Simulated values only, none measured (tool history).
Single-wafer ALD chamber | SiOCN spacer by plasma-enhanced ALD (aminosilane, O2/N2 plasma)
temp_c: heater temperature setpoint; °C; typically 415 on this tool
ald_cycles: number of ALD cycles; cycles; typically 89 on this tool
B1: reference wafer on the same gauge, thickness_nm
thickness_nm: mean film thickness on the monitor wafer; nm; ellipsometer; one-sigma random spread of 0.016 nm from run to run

{"run": 1, "day": 0.0, "temp_c": 418, "ald_cycles": 89, "B1": 5.602, "thickness_nm": 5.061}
{"run": 2, "day": 2.608, "temp_c": 418, "ald_cycles": 89, "B1": 5.603, "thickness_nm": 5.042}
{"run": 3, "day": 4.317, "temp_c": 408, "ald_cycles": 96, "B1": 5.598, "thickness_nm": 5.621}
{"run": 4, "day": 6.65, "temp_c": 408, "ald_cycles": 96, "B1": 5.599, "thickness_nm": 5.606}
{"run": 5, "day": 8.379, "temp_c": 408, "ald_cycles": 96, "B1": 5.6, "thickness_nm": 5.593}
{"run": 6, "day": 10.717, "temp_c": 415, "ald_cycles": 89, "B1": 5.599, "thickness_nm": 5.088}
{"run": 7, "day": 11.975, "temp_c": 415, "ald_cycles": 89, "B1": 5.599, "thickness_nm": 5.074}
{"run": 8, "day": 13.175, "temp_c": 415, "ald_cycles": 89, "B1": 5.599, "thickness_nm": 5.1}
{"day": 15.025, "done": "thermocouple changed; heater temperature recalibrated"}
{"run": 9, "day": 15.188, "temp_c": 415, "ald_cycles": 89, "B1": 5.599, "thickness_nm": 5.057}
{"run": 10, "day": 16.208, "temp_c": 415, "ald_cycles": 89, "B1": 5.599, "thickness_nm": 5.098}
{"run": 11, "day": 18.925, "temp_c": 415, "ald_cycles": 89, "B1": 5.6, "thickness_nm": 5.093}
{"day": 21.667, "done": "gauge calibrated"}
{"run": 12, "day": 21.742, "temp_c": 415, "ald_cycles": 94, "B1": 5.599, "thickness_nm": 5.372}
{"run": 13, "day": 23.458, "temp_c": 415, "ald_cycles": 89, "B1": 5.599, "thickness_nm": 5.061}
{"run": 14, "day": 26.017, "temp_c": 422, "ald_cycles": 89, "B1": 5.6, "thickness_nm": 4.956}
{"run": 15, "day": 28.096, "temp_c": 420, "ald_cycles": 93, "B1": 5.6, "thickness_nm": 5.198}
{"run": 16, "day": 29.488, "temp_c": 415, "ald_cycles": 89, "B1": 5.602, "thickness_nm": 5.071}
{"run": 17, "day": 32.204, "temp_c": 415, "ald_cycles": 89, "B1": 5.6, "thickness_nm": 5.077}
{"run": 18, "day": 34.475, "temp_c": 407, "ald_cycles": 96, "B1": 5.602, "thickness_nm": 5.661}
{"run": 19, "day": 36.238, "temp_c": 401, "ald_cycles": 98, "B1": 5.599, "thickness_nm": 5.882}
{"run": 20, "day": 37.529, "temp_c": 405, "ald_cycles": 100, "B1": 5.603, "thickness_nm": 5.874}
{"run": 21, "day": 39.496, "temp_c": 415, "ald_cycles": 89, "B1": 5.6, "thickness_nm": 5.102}
{"run": 22, "day": 41.625, "temp_c": 419, "ald_cycles": 107, "B1": 5.599, "thickness_nm": 6.008}
{"run": 23, "day": 43.575, "temp_c": 404, "ald_cycles": 97, "B1": 5.599, "thickness_nm": 5.731}
{"run": 24, "day": 44.608, "temp_c": 424, "ald_cycles": 105, "B1": 5.599, "thickness_nm": 5.78}
{"run": 25, "day": 46.996, "temp_c": 430, "ald_cycles": 75, "B1": 5.601, "thickness_nm": 4.037}

The tool's hidden state at each run:
wafer temperature above the value expected at the setpoint (K): 0 in every run
gauge reads high (%): 0 in every run

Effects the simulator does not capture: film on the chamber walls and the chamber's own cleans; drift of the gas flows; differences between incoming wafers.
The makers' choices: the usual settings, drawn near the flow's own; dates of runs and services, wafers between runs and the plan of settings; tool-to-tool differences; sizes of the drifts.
